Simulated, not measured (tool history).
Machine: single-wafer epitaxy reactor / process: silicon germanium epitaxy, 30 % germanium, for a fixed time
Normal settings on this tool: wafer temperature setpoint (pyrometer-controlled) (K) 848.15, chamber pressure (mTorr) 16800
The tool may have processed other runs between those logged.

run   hour  wafer temperature setpoint (pyrometer-controlled) (K)  chamber pressure (mTorr)  wafers since the last listed run  hours since the last pyrometer calibration  hours since the last manometer calibration  hours since the showerhead was replaced  hours since the gauge calibration  read-back reference wafer on the same gauge, thickness_nm  mean film thickness on the monitor wafer (Å)
  1    0.0                                                 838.15                     16800                                 0                                      1440.5                                      2170.7                                   4686.2                              102.8                                                     30.993                                        274.96
  2   31.5                                                 838.15                     16800                               795                                      1472.0                                      2202.2                                   4717.7                              134.3                                                     30.961                                        275.86
  3   57.9                                                 838.15                     16800                               666                                      1498.4                                      2228.6                                   4744.1                              160.7                                                     30.896                                        274.78
  4   70.7                                                 848.15                     16800                               323                                      1511.2                                      2241.4                                   4756.9                              173.5                                                     30.860                                        325.77
  5   88.3                                                 848.15                     16800                               444                                      1528.8                                      2259.0                                   4774.5                              191.1                                                     30.872                                        325.91
  6  150.6                                                 848.15                     16800                              1573                                      1591.1                                      2321.3                                   4836.8                              253.4                                                     30.784                                        322.09
  7  165.6                                                 848.15                     15400                               378                                      1606.1                                      2336.3                                   4851.8                              268.4                                                     30.777                                        318.30
  8  186.4                                                 848.15                     15400                               525                                      1626.9                                      2357.1                                   4872.6                              289.2                                                     30.754                                        316.02
     199.7  -- showerhead replaced
     209.0  -- capacitance manometer re-zeroed and calibrated
  9  216.8                                                 848.15                     15400                               363                                      1657.3                                         7.8                                     17.1                              319.6                                                     30.722                                        315.56
 10  239.3                                                 839.15                     16800                               568                                      1679.8                                        30.3                                     39.6                              342.1                                                     30.683                                        278.45
 11  257.4                                                 839.15                     16800                               457                                      1697.9                                        48.4                                     57.7                              360.2                                                     30.665                                        275.02
     276.7  -- pyrometer calibrated
 12  283.5                                                 853.15                     19000                               457                                         6.8                                        74.5                                     83.8                              386.3                                                     30.617                                        367.22
 13  298.1                                                 848.15                     16800                               368                                        21.4                                        89.1                                     98.4                              400.9                                                     30.610                                        323.50
 14  316.3                                                 852.15                     16800                               459                                        39.6                                       107.3                                    116.6                              419.1                                                     30.597                                        346.03
     323.9  -- gauge calibrated
 15  378.6                                                 861.15                     15000                              1573                                       101.9                                       169.6                                    178.9                               54.7                                                     31.083                                        393.73
 16  432.6                                                 834.15                     12900                              1364                                       155.9                                       223.6                                    232.9                              108.7                                                     31.004                                        238.28
 17  452.5                                                 848.15                     16800                               502                                       175.8                                       243.5                                    252.8                              128.6                                                     30.954                                        326.56
 18  483.7                                                 857.15                     18900                               788                                       207.0                                       274.7                                    284.0                              159.8                                                     30.932                                        392.74
 19  519.2                                                 848.15                     18700                               896                                       242.5                                       310.2                                    319.5                              195.3                                                     30.907                                        336.91

Estimate the outcome of run 20 from the log above:
 20  553.4                                                 848.15                     18600                               863                                       276.7                                       344.4                                    353.7                              229.5                                                          ?                                             ?

{"run 20": {"read-back reference wafer on the same gauge, thickness_nm": 30.841, "mean film thickness on the monitor wafer (Å)": 335.77}}
On a tool with no hidden condition, and with the same random variation, this run would have come out at mean film thickness on the monitor wafer (Å) 338.37.

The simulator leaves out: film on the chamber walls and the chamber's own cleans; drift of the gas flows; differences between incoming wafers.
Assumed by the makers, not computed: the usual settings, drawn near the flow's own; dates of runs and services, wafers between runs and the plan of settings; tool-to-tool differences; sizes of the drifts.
